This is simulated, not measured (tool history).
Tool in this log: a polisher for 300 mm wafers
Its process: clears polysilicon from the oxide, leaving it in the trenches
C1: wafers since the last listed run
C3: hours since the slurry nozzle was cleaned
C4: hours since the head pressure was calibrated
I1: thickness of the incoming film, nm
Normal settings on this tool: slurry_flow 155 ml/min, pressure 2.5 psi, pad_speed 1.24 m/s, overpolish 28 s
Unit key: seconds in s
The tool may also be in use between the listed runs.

run 1 day=0.000 | slurry_flow=170 pressure=2.5 pad_speed=1.24 overpolish=28 | C1=0 wafers_polished_on_this_pad=625 C3=300.7 C4=11.3 | I1=590.1 | seconds=37.1
run 2 day=0.967 | slurry_flow=170 pressure=2.5 pad_speed=1.24 overpolish=28 | C1=314 wafers_polished_on_this_pad=939 C3=323.9 C4=34.5 | I1=587.5 | seconds=36.6
run 3 day=1.942 | slurry_flow=170 pressure=2.5 pad_speed=1.24 overpolish=28 | C1=316 wafers_polished_on_this_pad=1256 C3=347.3 C4=57.9 | I1=589.0 | seconds=36.8
run 4 day=2.700 | slurry_flow=155 pressure=2.5 pad_speed=1.24 overpolish=28 | C1=246 wafers_polished_on_this_pad=1502 C3=365.5 C4=76.1 | I1=592.2 | seconds=37.6
run 5 day=3.417 | slurry_flow=155 pressure=2.5 pad_speed=1.24 overpolish=28 | C1=232 wafers_polished_on_this_pad=1735 C3=382.7 C4=93.3 | I1=597.5 | seconds=38.0
-- day=5.296 worn pad replaced by a new one
run 6 day=7.738 | slurry_flow=155 pressure=2.5 pad_speed=1.24 overpolish=28 | C1=1350 wafers_polished_on_this_pad=793 C3=486.4 C4=197.0 | I1=581.2 | seconds=37.5
run 7 day=8.867 | slurry_flow=195 pressure=2.5 pad_speed=1.24 overpolish=28 | C1=367 wafers_polished_on_this_pad=1160 C3=513.5 C4=224.1 | I1=591.1 | seconds=37.5
run 8 day=12.008 | slurry_flow=195 pressure=2.5 pad_speed=1.24 overpolish=28 | C1=1021 wafers_polished_on_this_pad=2182 C3=588.9 C4=299.5 | I1=586.2 | seconds=38.5
-- day=12.738 worn pad replaced by a new one
run 9 day=13.179 | slurry_flow=130 pressure=2.5 pad_speed=1.24 overpolish=28 | C1=326 wafers_polished_on_this_pad=144 C3=617.0 C4=327.6 | I1=593.7 | seconds=41.5
-- day=13.562 head pressure recalibrated
run 10 day=14.621 | slurry_flow=130 pressure=2.5 pad_speed=1.24 overpolish=28 | C1=441 wafers_polished_on_this_pad=585 C3=651.6 C4=25.4 | I1=587.9 | seconds=37.6
run 11 day=16.033 | slurry_flow=130 pressure=2.5 pad_speed=1.24 overpolish=28 | C1=459 wafers_polished_on_this_pad=1044 C3=685.5 C4=59.3 | I1=596.4 | seconds=39.1
run 12 day=16.917 | slurry_flow=155 pressure=2.5 pad_speed=1.24 overpolish=34 | C1=287 wafers_polished_on_this_pad=1331 C3=706.7 C4=80.5 | I1=601.6 | seconds=38.4
run 13 day=17.667 | slurry_flow=155 pressure=2.5 pad_speed=1.24 overpolish=34 | C1=243 wafers_polished_on_this_pad=1575 C3=724.7 C4=98.5 | I1=584.2 | seconds=36.7
run 14 day=18.400 | slurry_flow=155 pressure=2.5 pad_speed=1.24 overpolish=34 | C1=238 wafers_polished_on_this_pad=1813 C3=742.3 C4=116.1 | I1=590.9 | seconds=37.5
-- day=19.429 worn pad replaced by a new one
run 15 day=19.629 | slurry_flow=155 pressure=1.9 pad_speed=1.24 overpolish=28 | C1=345 wafers_polished_on_this_pad=65 C3=771.8 C4=145.6 | I1=589.2 | seconds=43.9
run 16 day=20.854 | slurry_flow=185 pressure=2.3 pad_speed=0.82 overpolish=35 | C1=398 wafers_polished_on_this_pad=463 C3=801.2 C4=175.0 | I1=602.2 | seconds=59.1
run 17 day=21.850 | slurry_flow=155 pressure=2.5 pad_speed=1.24 overpolish=28 | C1=323 wafers_polished_on_this_pad=787 C3=825.1 C4=198.9 | I1=596.8 | seconds=39.0
run 18 day=22.417 | slurry_flow=155 pressure=1.8 pad_speed=1.24 overpolish=28 | C1=184 wafers_polished_on_this_pad=971 C3=838.7 C4=212.5 | I1=592.9 | seconds=46.7
run 19 day=23.875 | slurry_flow=130 pressure=2.5 pad_speed=1.00 overpolish=28 | C1=474 wafers_polished_on_this_pad=1445 C3=873.7 C4=247.5 | I1=584.0 | seconds=49.0
run 20 day=24.475 | slurry_flow=155 pressure=2.5 pad_speed=1.24 overpolish=28 | C1=195 wafers_polished_on_this_pad=1640 C3=888.1 C4=261.9 | I1=580.8 | seconds=38.4
-- day=24.654 slurry nozzle cleaned
-- day=25.833 worn pad replaced by a new one
run 21 day=25.854 | slurry_flow=155 pressure=2.5 pad_speed=1.24 overpolish=28 | C1=380 wafers_polished_on_this_pad=7 C3=28.8 C4=295.0 | I1=593.1 | seconds=39.6
run 22 day=26.962 | slurry_flow=115 pressure=1.9 pad_speed=1.60 overpolish=34 | C1=360 wafers_polished_on_this_pad=367 C3=55.4 C4=321.6 | I1=583.1 | seconds=37.7
run 23 day=27.525 | slurry_flow=155 pressure=2.5 pad_speed=1.62 overpolish=28 | C1=182 wafers_polished_on_this_pad=550 C3=68.9 C4=335.1 | I1=594.4 | seconds=30.6
-- day=28.104 head pressure recalibrated
run 24 day=28.712 | slurry_flow=155 pressure=2.5 pad_speed=1.08 overpolish=17 | C1=358 wafers_polished_on_this_pad=909 C3=97.4 C4=14.6 | I1=588.7 | seconds=42.3
run 25 day=29.988 | slurry_flow=155 pressure=2.5 pad_speed=1.24 overpolish=28 | C1=414 wafers_polished_on_this_pad=1323 C3=128.0 C4=45.2 | I1=594.5 | seconds=37.0
run 26 day=31.038 | slurry_flow=205 pressure=3.0 pad_speed=0.84 overpolish=18 | C1=341 wafers_polished_on_this_pad=1665 C3=153.2 C4=70.4 | I1=580.7 | seconds=46.3
run 27 day=32.333 | slurry_flow=155 pressure=2.5 pad_speed=1.24 overpolish=28 | C1=421 wafers_polished_on_this_pad=2086 C3=184.3 C4=101.5 | I1=591.4 | seconds=37.3
run 28 day=33.033 | slurry_flow=200 pressure=3.1 pad_speed=1.24 overpolish=28 | C1=227 wafers_polished_on_this_pad=2313 C3=201.1 C4=118.3 | I1=585.1 | seconds=30.9
-- day=33.442 worn pad replaced by a new one
run 29 day=33.562 | slurry_flow=190 pressure=1.9 pad_speed=1.24 overpolish=28 | C1=117 wafers_polished_on_this_pad=38 C3=213.8 C4=131.0 | I1=592.5 | seconds=43.2

Forecast each of these 5 alternatives for the next run:
run A day=33.579 | slurry_flow=155 pressure=2.5 pad_speed=1.24 overpolish=28 | C1=5 wafers_polished_on_this_pad=44 C3=214.2 C4=131.4 | I1=582.9 | seconds=?
run B day=33.579 | slurry_flow=155 pressure=2.5 pad_speed=1.24 overpolish=15 | C1=5 wafers_polished_on_this_pad=44 C3=214.2 C4=131.4 | I1=582.9 | seconds=?
run C day=33.579 | slurry_flow=120 pressure=2.5 pad_speed=1.10 overpolish=28 | C1=5 wafers_polished_on_this_pad=44 C3=214.2 C4=131.4 | I1=582.9 | seconds=?
run D day=33.579 | slurry_flow=205 pressure=2.3 pad_speed=1.24 overpolish=45 | C1=5 wafers_polished_on_this_pad=44 C3=214.2 C4=131.4 | I1=582.9 | seconds=?
run E day=33.579 | slurry_flow=190 pressure=2.8 pad_speed=0.84 overpolish=20 | C1=5 wafers_polished_on_this_pad=44 C3=214.2 C4=131.4 | I1=582.9 | seconds=?

run=A seconds=37.0
run=B seconds=37.0
run=C seconds=43.4
run=D seconds=37.6
run=E seconds=49.6
What these runs would have given with no unlogged condition in the tool:
run=A seconds=36.9
run=B seconds=36.9
run=C seconds=43.2
run=D seconds=37.5
run=E seconds=49.4
